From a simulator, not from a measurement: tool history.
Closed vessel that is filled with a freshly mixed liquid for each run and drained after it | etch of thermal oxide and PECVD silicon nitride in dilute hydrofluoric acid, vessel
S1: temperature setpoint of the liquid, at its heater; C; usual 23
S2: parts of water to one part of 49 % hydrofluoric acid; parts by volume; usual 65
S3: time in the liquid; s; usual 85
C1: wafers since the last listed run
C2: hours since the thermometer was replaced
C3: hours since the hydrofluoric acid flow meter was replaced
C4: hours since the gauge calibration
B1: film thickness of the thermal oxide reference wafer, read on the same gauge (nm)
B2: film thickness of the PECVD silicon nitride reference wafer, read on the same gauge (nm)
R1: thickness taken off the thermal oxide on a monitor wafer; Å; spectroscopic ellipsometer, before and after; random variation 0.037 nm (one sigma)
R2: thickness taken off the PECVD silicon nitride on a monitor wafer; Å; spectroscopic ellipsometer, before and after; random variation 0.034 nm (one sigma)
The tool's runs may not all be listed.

| run | hour | S1 | S2 | S3 | C1 | C2 | C3 | C4 | B1 | B2 | R1 | R2 |
|---|---|---|---|---|---|---|---|---|---|---|---|---|
| 1 | 0.0 | 23 | 65 | 85 | 0 | 1016.0 | 215.5 | 304.8 | 140.00 | 70.00 | 60.3 | 66.0 |
| 2 | 33.5 | 23 | 65 | 85 | 3058 | 1049.5 | 249.0 | 338.3 | 139.98 | 70.01 | 60.2 | 65.5 |
| 3 | 64.8 | 23 | 80 | 85 | 2857 | 1080.8 | 280.3 | 369.6 | 140.00 | 70.00 | 47.7 | 53.3 |
| 4 | 119.1 | 23 | 80 | 85 | 4957 | 1135.1 | 334.6 | 423.9 | 139.99 | 69.99 | 48.3 | 53.2 |
| 5 | 153.4 | 23 | 80 | 85 | 3131 | 1169.4 | 368.9 | 458.2 | 139.99 | 69.99 | 47.7 | 54.1 |
| 6 | 209.7 | 23 | 65 | 85 | 5140 | 1225.7 | 425.2 | 514.5 | 140.01 | 70.02 | 59.7 | 66.1 |
| 7 | 240.5 | 23 | 65 | 85 | 2812 | 1256.5 | 456.0 | 545.3 | 140.00 | 70.00 | 59.7 | 65.5 |
| 8 | 293.7 | 23 | 65 | 85 | 4857 | 1309.7 | 509.2 | 598.5 | 139.97 | 69.99 | 59.4 | 66.1 |
| 9 | 323.8 | 23 | 65 | 85 | 2748 | 1339.8 | 539.3 | 628.6 | 140.02 | 70.01 | 59.9 | 66.3 |
| 10 | 391.0 | 23 | 65 | 85 | 6135 | 1407.0 | 606.5 | 695.8 | 139.99 | 69.98 | 59.5 | 65.8 |
|  | 401.5 | hydrofluoric acid flow meter replaced |
|  | 434.2 | thermometer replaced |
| 11 | 445.5 | 23 | 65 | 85 | 4793 | 11.3 | 44.0 | 750.3 | 140.02 | 69.99 | 57.1 | 60.3 |
| 12 | 510.7 | 19 | 55 | 55 | 5953 | 76.5 | 109.2 | 815.5 | 139.98 | 70.00 | 38.1 | 35.0 |
| 13 | 540.7 | 23 | 40 | 110 | 2739 | 106.5 | 139.2 | 845.5 | 140.00 | 69.98 | 123.4 | 126.3 |
|  | 562.4 | gauge calibrated |
| 14 | 596.7 | 20 | 50 | 105 | 5113 | 162.5 | 195.2 | 34.3 | 139.98 | 70.00 | 84.2 | 79.7 |
| 15 | 646.5 | 23 | 65 | 85 | 4547 | 212.3 | 245.0 | 84.1 | 140.01 | 70.02 | 57.4 | 60.8 |
| 16 | 688.4 | 23 | 75 | 110 | 3825 | 254.2 | 286.9 | 126.0 | 140.01 | 70.00 | 63.9 | 68.2 |
| 17 | 732.3 | 19 | 85 | 85 | 4008 | 298.1 | 330.8 | 169.9 | 140.01 | 70.01 | 36.7 | 35.8 |
| 18 | 769.4 | 23 | 65 | 85 | 3387 | 335.2 | 367.9 | 207.0 | 139.99 | 69.98 | 57.4 | 61.6 |
| 19 | 959.4 | 23 | 65 | 85 | 17348 | 525.2 | 557.9 | 397.0 | 140.02 | 70.00 | 56.8 | 61.4 |
| 20 | 1016.8 | 23 | 40 | 120 | 5241 | 582.6 | 615.3 | 454.4 | 140.01 | 69.99 | 136.4 | 139.3 |
| 21 | 1052.5 | 23 | 65 | 125 | 3259 | 618.3 | 651.0 | 490.1 | 139.98 | 70.01 | 83.7 | 90.5 |

Run 22 comes next. What will it give?
|  | 1067.6 | hydrofluoric acid flow meter replaced |
| 22 | 1103.5 | 23 | 65 | 85 | 4565 | 669.3 | 35.9 | 541.1 | ? | ? | ? | ? |

{"run 22": {"B1": 139.99, "B2": 70.0, "R1": 59.2, "R2": 64.0}}
Without the tool's hidden state the same run would have given R1 57.6 Å, R2 60.9 Å.
